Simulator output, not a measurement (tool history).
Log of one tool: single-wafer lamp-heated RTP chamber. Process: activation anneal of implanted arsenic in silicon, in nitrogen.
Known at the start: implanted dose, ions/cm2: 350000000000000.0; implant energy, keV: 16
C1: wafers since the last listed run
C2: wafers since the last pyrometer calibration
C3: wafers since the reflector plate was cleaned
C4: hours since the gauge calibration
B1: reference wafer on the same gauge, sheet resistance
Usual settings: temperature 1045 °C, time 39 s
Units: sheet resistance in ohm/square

run 1 day=0.000 | temperature=1045 time=39 | C1=0 C2=3520 C3=2909 C4=461.6 | B1=269.79 | sheet_resistance=245.01
run 2 day=3.092 | temperature=1062 time=39 | C1=866 C2=4387 C3=3775 C4=535.8 | B1=270.15 | sheet_resistance=241.89
run 3 day=6.996 | temperature=1062 time=39 | C1=1094 C2=5481 C3=4870 C4=629.5 | B1=270.23 | sheet_resistance=240.82
run 4 day=8.942 | temperature=1067 time=53 | C1=545 C2=6027 C3=5416 C4=676.2 | B1=269.84 | sheet_resistance=234.70
-- day=10.192 pyrometer window cleaned and pyrometer calibrated
run 5 day=11.967 | temperature=1045 time=39 | C1=754 C2=498 C3=6171 C4=748.8 | B1=269.95 | sheet_resistance=246.60
run 6 day=16.392 | temperature=1045 time=39 | C1=1240 C2=1739 C3=7411 C4=855.0 | B1=270.11 | sheet_resistance=247.13
-- day=18.500 reflector plate cleaned
run 7 day=20.275 | temperature=1045 time=39 | C1=995 C2=2734 C3=497 C4=948.2 | B1=270.14 | sheet_resistance=247.60
run 8 day=24.158 | temperature=1045 time=39 | C1=1088 C2=3823 C3=1586 C4=1041.4 | B1=269.98 | sheet_resistance=245.43
run 9 day=26.992 | temperature=1045 time=39 | C1=794 C2=4617 C3=2381 C4=1109.4 | B1=269.79 | sheet_resistance=244.35
run 10 day=29.996 | temperature=1045 time=39 | C1=842 C2=5460 C3=3223 C4=1181.5 | B1=269.97 | sheet_resistance=244.27
run 11 day=33.900 | temperature=1045 time=39 | C1=1094 C2=6555 C3=4318 C4=1275.2 | B1=270.05 | sheet_resistance=243.02
-- day=36.038 pyrometer window cleaned and pyrometer calibrated
run 12 day=36.850 | temperature=1045 time=39 | C1=733 C2=227 C3=5052 C4=1346.0 | B1=269.97 | sheet_resistance=246.96
run 13 day=39.742 | temperature=1045 time=39 | C1=810 C2=1038 C3=5863 C4=1415.4 | B1=270.02 | sheet_resistance=247.47
run 14 day=44.083 | temperature=1056 time=33 | C1=1217 C2=2255 C3=7080 C4=1519.6 | B1=270.16 | sheet_resistance=245.51
run 15 day=45.754 | temperature=1056 time=33 | C1=468 C2=2724 C3=7549 C4=1559.7 | B1=270.06 | sheet_resistance=245.51
-- day=46.971 reflector plate cleaned
run 16 day=48.546 | temperature=1056 time=33 | C1=689 C2=3413 C3=441 C4=1626.7 | B1=270.32 | sheet_resistance=246.84
run 17 day=52.012 | temperature=1045 time=39 | C1=972 C2=4385 C3=1413 C4=1709.9 | B1=270.04 | sheet_resistance=246.22
run 18 day=58.283 | temperature=1064 time=27 | C1=1758 C2=6144 C3=3172 C4=1860.4 | B1=270.08 | sheet_resistance=243.98
-- day=58.962 pyrometer window cleaned and pyrometer calibrated
run 19 day=62.600 | temperature=1045 time=60 | C1=1116 C2=1019 C3=4289 C4=1964.0 | B1=270.02 | sheet_resistance=243.87
run 20 day=64.821 | temperature=1062 time=33 | C1=622 C2=1642 C3=4911 C4=2017.3 | B1=270.01 | sheet_resistance=245.53
run 21 day=67.838 | temperature=1045 time=39 | C1=845 C2=2488 C3=5757 C4=2089.7 | B1=269.94 | sheet_resistance=247.66
run 22 day=71.525 | temperature=1036 time=57 | C1=1034 C2=3522 C3=6791 C4=2178.2 | B1=270.02 | sheet_resistance=244.71
run 23 day=74.483 | temperature=1045 time=39 | C1=829 C2=4352 C3=7621 C4=2249.2 | B1=269.83 | sheet_resistance=245.95
-- day=74.904 reflector plate cleaned
run 24 day=77.925 | temperature=1060 time=39 | C1=871 C2=5223 C3=846 C4=2331.8 | B1=270.13 | sheet_resistance=240.60
run 25 day=80.371 | temperature=1045 time=52 | C1=685 C2=5909 C3=1532 C4=2390.5 | B1=270.16 | sheet_resistance=241.32
-- day=81.392 gauge calibrated
-- day=83.250 pyrometer window cleaned and pyrometer calibrated
run 26 day=84.617 | temperature=1075 time=46 | C1=1097 C2=383 C3=2629 C4=77.4 | B1=269.95 | sheet_resistance=235.99
run 27 day=88.504 | temperature=1068 time=29 | C1=1090 C2=1473 C3=3719 C4=170.7 | B1=270.19 | sheet_resistance=243.74
run 28 day=90.238 | temperature=1072 time=18 | C1=486 C2=1959 C3=4205 C4=212.3 | B1=270.11 | sheet_resistance=249.06
run 29 day=92.338 | temperature=1057 time=23 | C1=588 C2=2548 C3=4794 C4=262.7 | B1=269.97 | sheet_resistance=249.99
-- day=101.162 reflector plate cleaned
run 30 day=104.517 | temperature=1045 time=50 | C1=3321 C2=5869 C3=940 C4=555.0 | B1=270.11 | sheet_resistance=241.52
-- day=105.917 pyrometer window cleaned and pyrometer calibrated
run 31 day=108.317 | temperature=1027 time=32 | C1=972 C2=673 C3=1912 C4=646.2 | B1=270.18 | sheet_resistance=253.09
run 32 day=111.446 | temperature=1029 time=39 | C1=877 C2=1550 C3=2790 C4=721.3 | B1=269.98 | sheet_resistance=250.78
run 33 day=113.425 | temperature=1045 time=30 | C1=554 C2=2105 C3=3345 C4=768.8 | B1=270.02 | sheet_resistance=249.04
run 34 day=116.462 | temperature=1045 time=39 | C1=851 C2=2957 C3=4196 C4=841.7 | B1=269.92 | sheet_resistance=247.42
run 35 day=120.033 | temperature=1045 time=24 | C1=1001 C2=3958 C3=5198 C4=927.4 | B1=269.85 | sheet_resistance=250.53

4 ways to go on from here, each from the tool as it stands after run 35. What would each give?
run A day=120.050 | temperature=1045 time=39 | C1=4 C2=3963 C3=5202 C4=927.8 | B1=? | sheet_resistance=?
run B day=120.050 | temperature=1068 time=23 | C1=4 C2=3963 C3=5202 C4=927.8 | B1=? | sheet_resistance=?
run C day=120.050 | temperature=1070 time=20 | C1=4 C2=3963 C3=5202 C4=927.8 | B1=? | sheet_resistance=?
run D day=120.050 | temperature=1058 time=49 | C1=4 C2=3963 C3=5202 C4=927.8 | B1=? | sheet_resistance=?

run=A B1=269.96 sheet_resistance=245.73
run=B B1=269.96 sheet_resistance=245.86
run=C B1=269.96 sheet_resistance=246.91
run=D B1=269.96 sheet_resistance=239.53
Without the tool's hidden state the same runs would have given:
run=A sheet_resistance=246.83
run=B sheet_resistance=246.91
run=C sheet_resistance=247.94
run=D sheet_resistance=240.75
